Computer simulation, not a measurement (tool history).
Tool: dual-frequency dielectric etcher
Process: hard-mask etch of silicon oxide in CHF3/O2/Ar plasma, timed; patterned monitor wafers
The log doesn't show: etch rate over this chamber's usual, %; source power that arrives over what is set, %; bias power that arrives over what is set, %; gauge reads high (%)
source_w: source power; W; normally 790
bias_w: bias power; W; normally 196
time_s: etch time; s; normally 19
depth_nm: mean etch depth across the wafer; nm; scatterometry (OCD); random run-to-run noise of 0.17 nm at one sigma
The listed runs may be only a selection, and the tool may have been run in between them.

run,day,source_w,bias_w,time_s,wafers since the last listed run,hours since the last wet clean,hours since the last source power generator calibration,hours since the last bias power generator calibration,hours since the last upper electrode change,hours since the gauge calibration,"read-back reference wafer on the same gauge, depth_nm",depth_nm
1,0,640,196,19,0,366,3556.7,3223.6,3497.6,2265.7,42.4,35.26
2,3.229,640,196,19,860,443.5,3634.2,3301.1,3575.1,2343.2,42.41,35.3
# day 6.117: gauge calibrated
3,7.338,790,196,19,1094,542.1,3732.8,3399.7,3673.7,29.3,42.44,40.89
4,8.954,790,196,21,430,580.9,3771.6,3438.5,3712.5,68.1,42.38,45.25
# day 10.483: wet clean of the chamber
5,13.125,900,196,19,845,63.4,3871.7,3538.6,3812.6,168.2,42.47,42.29
6,17.1,840,196,19,1059,158.8,3967.1,3634,3908,263.6,42.41,40.74
7,20.838,840,196,19,996,248.5,4056.8,3723.7,3997.7,353.3,42.39,41.13
8,23.754,840,196,19,777,318.5,4126.8,3793.7,4067.7,423.3,42.38,40.93
9,25.871,790,196,19,564,369.3,4177.6,3844.5,4118.5,474.1,42.42,39.82
# day 27.792: upper electrode replaced, of another model than before
10,27.812,900,150,17,250,415.9,4224.2,3891.1,0.5,520.7,42.43,38.32
11,31.408,920,152,16.5,958,502.2,4310.5,3977.4,86.8,607,42.4,38.61
# day 34.662: source power generator calibrated
# day 35.308: wet clean of the chamber
12,35.633,690,240,21,909,7.8,23.3,4078.8,188.2,708.4,42.4,37.9
13,40.696,890,196,19,1349,129.3,144.8,4200.3,309.7,829.9,42.42,43.96
14,42.4,860,196,19,454,170.2,185.7,4241.2,350.6,870.8,42.39,42.87
15,46.804,790,150,19,1173,275.9,291.4,4346.9,456.3,976.5,42.4,38.18
16,49.558,790,196,19,733,342,357.5,4413,522.4,1042.6,42.41,40.11
# day 51.517: bias power generator calibrated
17,52.7,790,235,19,792,417.4,432.9,28.4,597.8,1118,42.44,41.56
18,54.954,950,225,22,600,471.5,487,82.5,651.9,1172.1,42.38,56.37
19,58.288,600,196,22.5,888,551.5,567,162.5,731.9,1252.1,42.36,32.13
20,61.083,790,196,19,745,618.6,634.1,229.6,799,1319.2,42.35,41.09
# day 64.604: wet clean of the chamber
21,64.625,690,234,14,677,0.5,719.1,314.6,884,1404.2,42.38,25.19
22,74.529,980,222,21,2639,238.2,956.8,552.3,1121.7,1641.9,42.43,54.34
23,78.842,910,168,19,1149,341.7,1060.3,655.8,1225.2,1745.4,42.33,44.4
24,81.362,790,196,19,671,402.2,1120.8,716.3,1285.7,1805.9,42.36,39.93
25,83.071,710,223,16.5,455,443.2,1161.8,757.3,1326.7,1846.9,42.43,31.56
26,85.738,990,196,19,710,507.2,1225.8,821.3,1390.7,1910.9,42.41,49.2
27,88.008,980,222,21,605,561.7,1280.3,875.8,1445.2,1965.4,42.43,55.59
# day 90.342: wet clean of the chamber
28,90.362,790,196,19,360,0.5,1336.8,932.3,1501.7,2021.9,42.45,38.82
29,92.05,920,181,16,449,41,1377.3,972.8,1542.2,2062.4,42.38,37.46
30,100.675,890,173,19,2298,248,1584.3,1179.8,1749.2,2269.4,42.46,43.45

For each run, what was the tool's unlogged condition?
source power that arrives over what is set, %: 0 on each run
bias power that arrives over what is set, %: 0 on each run
gauge reads high (%): 0 on each run
H1: etch rate over this chamber's usual, %
run,H1
1,3.72
2,4.35
3,5.16
4,5.47
5,-0.106
6,0.673
7,1.41
8,1.98
9,2.39
10,2.77
11,3.48
12,-0.0819
13,0.911
14,1.25
15,2.11
16,2.65
17,3.27
18,3.71
19,4.36
20,4.91
21,-0.418
22,1.52
23,2.37
24,2.86
25,3.2
26,3.72
27,4.17
28,-0.0234
29,0.308
30,2

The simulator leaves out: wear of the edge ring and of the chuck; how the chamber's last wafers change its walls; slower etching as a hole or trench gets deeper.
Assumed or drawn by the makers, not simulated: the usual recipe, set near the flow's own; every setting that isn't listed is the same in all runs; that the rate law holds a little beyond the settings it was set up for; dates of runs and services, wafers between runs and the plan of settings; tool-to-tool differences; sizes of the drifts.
